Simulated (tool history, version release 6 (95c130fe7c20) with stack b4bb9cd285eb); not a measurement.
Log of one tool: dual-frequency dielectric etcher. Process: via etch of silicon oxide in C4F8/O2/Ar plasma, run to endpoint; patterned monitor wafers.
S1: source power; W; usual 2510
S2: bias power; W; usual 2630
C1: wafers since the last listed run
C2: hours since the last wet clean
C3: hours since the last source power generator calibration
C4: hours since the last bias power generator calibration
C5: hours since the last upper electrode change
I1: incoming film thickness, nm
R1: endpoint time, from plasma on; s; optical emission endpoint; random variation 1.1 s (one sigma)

| run | hour | S1 | S2 | C1 | C2 | C3 | C4 | C5 | I1 | R1 |
|---|---|---|---|---|---|---|---|---|---|---|
| 1 | 0 | 2510 | 2781 | 0 | 294.2 | 3222.5 | 3554.8 | 4499.7 | 2193.2 | 345.3 |
|  | 42.7 | wet clean of the chamber |
| 2 | 43.2 | 2510 | 2795 | 108 | 0.5 | 3265.7 | 3598 | 4542.9 | 2217.3 | 342.3 |
| 3 | 43.6 | 2510 | 2168 | 2 | 0.9 | 3266.1 | 3598.4 | 4543.3 | 2219.4 | 388.2 |
| 4 | 60.6 | 2510 | 2186 | 95 | 17.9 | 3283.1 | 3615.4 | 4560.3 | 2229.4 | 390.6 |
| 5 | 129.1 | 2510 | 2157 | 386 | 86.4 | 3351.6 | 3683.9 | 4628.8 | 2208 | 390 |
| 6 | 149.5 | 2510 | 2157 | 115 | 106.8 | 3372 | 3704.3 | 4649.2 | 2198.2 | 388.3 |
| 7 | 169.2 | 2900 | 2843 | 111 | 126.5 | 3391.7 | 3724 | 4668.9 | 2200.5 | 323.9 |
| 8 | 193.7 | 2900 | 2843 | 138 | 151 | 3416.2 | 3748.5 | 4693.4 | 2224.6 | 327.5 |
| 9 | 228.1 | 2160 | 3028 | 194 | 185.4 | 3450.6 | 3782.9 | 4727.8 | 2216.8 | 352.4 |
| 10 | 258.7 | 2160 | 3028 | 172 | 216 | 3481.2 | 3813.5 | 4758.4 | 2207.3 | 354.4 |
| 11 | 276.1 | 2510 | 2630 | 98 | 233.4 | 3498.6 | 3830.9 | 4775.8 | 2208.2 | 358.6 |
| 12 | 291.2 | 2510 | 2630 | 85 | 248.5 | 3513.7 | 3846 | 4790.9 | 2203.5 | 358.8 |
| 13 | 312.8 | 2510 | 2630 | 121 | 270.1 | 3535.3 | 3867.6 | 4812.5 | 2223.8 | 361.4 |
|  | 323 | source power generator calibrated |
| 14 | 338.9 | 2510 | 2630 | 124 | 296.2 | 15.9 | 3893.7 | 4838.6 | 2233.8 | 363.6 |
| 15 | 352.4 | 2510 | 2630 | 76 | 309.7 | 29.4 | 3907.2 | 4852.1 | 2192.7 | 357.9 |
|  | 401.6 | wet clean of the chamber |
| 16 | 402.1 | 2510 | 2630 | 145 | 0.5 | 79.1 | 3956.9 | 4901.8 | 2194.3 | 346.1 |
| 17 | 402.5 | 2330 | 2848 | 2 | 0.9 | 79.5 | 3957.3 | 4902.2 | 2208.9 | 345.4 |
|  | 436 | upper electrode replaced |
| 18 | 436.5 | 1920 | 3119 | 56 | 34.9 | 113.5 | 3991.3 | 0.5 | 2217.3 | 357 |
| 19 | 451.5 | 2880 | 3233 | 84 | 49.9 | 128.5 | 4006.3 | 15.5 | 2200.8 | 300.1 |
| 20 | 483.1 | 2830 | 2630 | 178 | 81.5 | 160.1 | 4037.9 | 47.1 | 2214.3 | 335.8 |
| 21 | 499 | 2510 | 2630 | 89 | 97.4 | 176 | 4053.8 | 63 | 2218.4 | 353.2 |
| 22 | 566.4 | 2900 | 2843 | 380 | 164.8 | 243.4 | 4121.2 | 130.4 | 2223.7 | 325.9 |
|  | 586 | bias power generator calibrated |
| 23 | 591.6 | 2810 | 3066 | 119 | 190 | 268.6 | 5.6 | 155.6 | 2229.9 | 318.6 |
| 24 | 606.1 | 3080 | 2200 | 81 | 204.5 | 283.1 | 20.1 | 170.1 | 2213 | 359.9 |
| 25 | 625 | 3010 | 3058 | 106 | 223.4 | 302 | 39 | 189 | 2194.7 | 306.6 |
| 26 | 639.3 | 2900 | 2322 | 80 | 237.7 | 316.3 | 53.3 | 203.3 | 2220.9 | 360 |
| 27 | 683.7 | 2510 | 3095 | 250 | 282.1 | 360.7 | 97.7 | 247.7 | 2208.3 | 329.5 |
| 28 | 708.9 | 2510 | 2630 | 142 | 307.3 | 385.9 | 122.9 | 272.9 | 2209.4 | 358.7 |
|  | 741 | wet clean of the chamber |
| 29 | 741.5 | 2510 | 2630 | 48 | 0.5 | 418.5 | 155.5 | 305.5 | 2213 | 352.8 |
| 30 | 767 | 2200 | 2630 | 143 | 26 | 444 | 181 | 331 | 2231.4 | 374.4 |

Forecast each of these 4 alternatives for the next run:
| A | 767.5 | 2510 | 2630 | 2 | 26.5 | 444.5 | 181.5 | 331.5 | 2213.9 | ? |
| B | 767.5 | 2290 | 3021 | 2 | 26.5 | 444.5 | 181.5 | 331.5 | 2213.9 | ? |
| C | 767.5 | 3030 | 2257 | 2 | 26.5 | 444.5 | 181.5 | 331.5 | 2213.9 | ? |
| D | 767.5 | 3060 | 3179 | 2 | 26.5 | 444.5 | 181.5 | 331.5 | 2213.9 | ? |

| run | R1 |
|---|---|
| A | 352.9 |
| B | 342 |
| C | 354.1 |
| D | 300.3 |
Without the tool's hidden state the same runs would have given:
| run | R1 |
|---|---|
| A | 351.3 |
| B | 340.4 |
| C | 352.4 |
| D | 298.8 |
